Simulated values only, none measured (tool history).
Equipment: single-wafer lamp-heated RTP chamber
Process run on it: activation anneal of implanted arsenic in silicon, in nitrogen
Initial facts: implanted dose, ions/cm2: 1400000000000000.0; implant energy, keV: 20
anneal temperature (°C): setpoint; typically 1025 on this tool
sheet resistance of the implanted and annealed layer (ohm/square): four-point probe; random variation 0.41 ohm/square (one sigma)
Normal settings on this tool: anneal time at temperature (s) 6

run,hour,anneal temperature (°C),anneal time at temperature (s),wafers since the last listed run,wafers since the last pyrometer calibration,wafers since the reflector plate was cleaned,hours since the gauge calibration,"read-back reference wafer on the same gauge, sheet resistance",sheet resistance of the implanted and annealed layer (ohm/square)
1,0,1025,6,0,1747,852,486.9,107.52,110.72
2,14.8,1025,6,133,1880,986,501.7,107.57,109.84
3,29.7,1025,6,134,2015,1120,516.6,107.68,111.05
4,46.2,1034,6,148,2163,1269,533.1,107.6,107.24
# hour 65: pyrometer window cleaned and pyrometer calibrated
5,65.5,1034,6,101,4,1371,552.4,107.85,107.48
6,95.2,1025,6,267,272,1639,582.1,107.87,110.44
7,114.4,1025,4,173,445,1812,601.3,107.97,115.37
8,150.2,1038,6,323,768,2135,637.1,107.98,106.54
9,172.6,1004,6,202,971,2337,659.5,108.13,118.01
10,201.3,1004,6,258,1230,2596,688.2,108.17,118.99
11,223,1004,6,195,1425,2792,709.9,108.03,118.3
12,253.9,1040,6,278,1704,3071,740.8,108.25,106.74
13,289.1,1040,6,317,2022,3389,776,108.34,106.03
# hour 305.4: gauge calibrated
14,321.4,1048,7,291,2313,3680,16,106.19,100.04
15,340.6,1038,6,173,2486,3853,35.2,106.23,104.88
# hour 366.1: pyrometer window cleaned and pyrometer calibrated
16,368.3,1033,4,177,19,4031,62.9,106.16,111.27
17,429,1053,8,547,567,4579,123.6,106.4,97.68
18,460.7,1025,4,286,853,4865,155.3,106.51,113.14
19,484.7,1025,6,216,1070,5081,179.3,106.71,109.63
20,499.6,1025,6,134,1204,5216,194.2,106.63,109.13
21,517.2,1015,10,158,1363,5375,211.8,106.62,106.12
22,529.7,1025,8,112,1476,5487,224.3,106.74,105.97
23,551.3,1009,4,194,1671,5682,245.9,106.7,118.82
24,573.3,1025,6,198,1869,5881,267.9,106.88,109.35
# hour 581.8: reflector plate cleaned
25,595,1038,3,123,1993,119,289.6,106.88,113.44
# hour 605: pyrometer window cleaned and pyrometer calibrated
26,613.5,1003,6,94,76,214,308.1,107.03,116.91
27,645.1,1033,4,285,362,499,339.7,107.12,111.3
28,666.8,1025,6,195,557,695,361.4,107.28,109.82
29,690.8,1015,6,216,774,911,385.4,107.16,113.24
30,724,1017,7,299,1074,1211,418.6,107.38,111.5
31,753.8,1043,8,268,1342,1480,448.4,107.48,101.44
32,787,1025,3,299,1642,1779,481.6,107.47,117.25
33,801.4,995,9,129,1772,1909,496,107.59,116.02
34,818.2,1025,6,151,1924,2061,512.8,107.58,110.08
35,841.8,1006,3,212,2137,2274,536.4,107.72,124.09
36,875.8,1025,6,306,2443,2580,570.4,107.68,110.41

Below are 5 alternative next runs, each starting from the tool's condition after run 36. Predict each:
A,876.2,998,6,3,2447,2584,570.8,?,?
B,876.2,996,9,3,2447,2584,570.8,?,?
C,876.2,1025,7,3,2447,2584,570.8,?,?
D,876.2,1002,3,3,2447,2584,570.8,?,?
E,876.2,1011,4,3,2447,2584,570.8,?,?

run,"read-back reference wafer on the same gauge, sheet resistance",sheet resistance of the implanted and annealed layer (ohm/square)
A,107.78,119.45
B,107.78,115.82
C,107.78,108.48
D,107.78,124.64
E,107.78,119.13
With no hidden state in the tool, these same runs would have given:
run,sheet resistance of the implanted and annealed layer (ohm/square)
A,117.47
B,113.9
C,106.68
D,122.58
E,117.15
